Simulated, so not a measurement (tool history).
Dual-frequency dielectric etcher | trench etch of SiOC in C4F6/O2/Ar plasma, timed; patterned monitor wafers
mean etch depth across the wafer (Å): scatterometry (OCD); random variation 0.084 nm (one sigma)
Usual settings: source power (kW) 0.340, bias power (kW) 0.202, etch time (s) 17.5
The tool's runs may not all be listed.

run,day,source power (kW),bias power (kW),etch time (s),"read-back reference wafer on the same gauge, depth_nm",mean etch depth across the wafer (Å)
1,0.000,0.340,0.202,17.5,43.62,370.4
2,1.600,0.340,0.202,17.5,43.59,369.9
3,2.758,0.340,0.202,17.5,43.57,368.8
4,4.675,0.340,0.202,17.5,43.53,367.9
# day 7.771: wet clean of the chamber
5,8.300,0.340,0.202,17.5,43.54,369.1
6,10.483,0.340,0.202,17.5,43.50,369.1
# day 12.596: gauge calibrated
7,12.667,0.340,0.202,17.5,43.93,371.8
8,14.538,0.340,0.202,17.5,43.95,370.4
9,16.733,0.300,0.184,22.0,43.96,428.2
# day 18.312: source power generator calibrated
10,18.333,0.340,0.172,17.5,43.94,355.4
# day 20.475: upper electrode replaced
11,21.046,0.340,0.202,17.5,43.89,373.6
# day 21.983: bias power generator calibrated
12,23.379,0.340,0.202,17.5,43.91,373.1
# day 26.954: wet clean of the chamber
13,30.750,0.340,0.202,17.5,43.90,371.1
14,32.104,0.270,0.202,15.5,43.88,292.3
15,34.125,0.340,0.202,22.5,43.92,475.9
16,35.458,0.400,0.202,17.5,43.93,403.3
17,38.271,0.270,0.177,21.5,43.89,390.2
18,39.408,0.340,0.202,17.5,43.90,372.2
19,41.696,0.400,0.155,22.5,43.91,481.7
20,43.646,0.340,0.202,17.5,43.90,372.0
# day 44.888: wet clean of the chamber
21,45.529,0.380,0.234,20.5,43.87,479.2
22,47.650,0.370,0.169,17.5,43.88,368.3
23,50.029,0.340,0.183,17.5,43.87,361.1
24,54.942,0.340,0.202,17.5,43.82,372.3
25,56.062,0.380,0.238,17.5,43.80,414.1
26,58.304,0.310,0.158,17.5,43.81,329.8
27,61.054,0.340,0.202,17.5,43.83,371.1
# day 62.317: wet clean of the chamber
28,63.271,0.390,0.251,17.5,43.77,423.5
29,65.204,0.310,0.153,17.5,43.77,326.9

Forecast each of these 4 alternatives for the next run:
A,65.221,0.340,0.202,20.0,?,?
B,65.221,0.400,0.202,16.0,?,?
C,65.221,0.340,0.178,14.0,?,?
D,65.221,0.340,0.222,13.0,?,?

run,"read-back reference wafer on the same gauge, depth_nm",mean etch depth across the wafer (Å)
A,43.74,423.7
B,43.74,366.9
C,43.74,285.9
D,43.74,283.3
Without the tool's hidden state the same runs would have given:
run,mean etch depth across the wafer (Å)
A,425.0
B,368.0
C,286.8
D,284.2

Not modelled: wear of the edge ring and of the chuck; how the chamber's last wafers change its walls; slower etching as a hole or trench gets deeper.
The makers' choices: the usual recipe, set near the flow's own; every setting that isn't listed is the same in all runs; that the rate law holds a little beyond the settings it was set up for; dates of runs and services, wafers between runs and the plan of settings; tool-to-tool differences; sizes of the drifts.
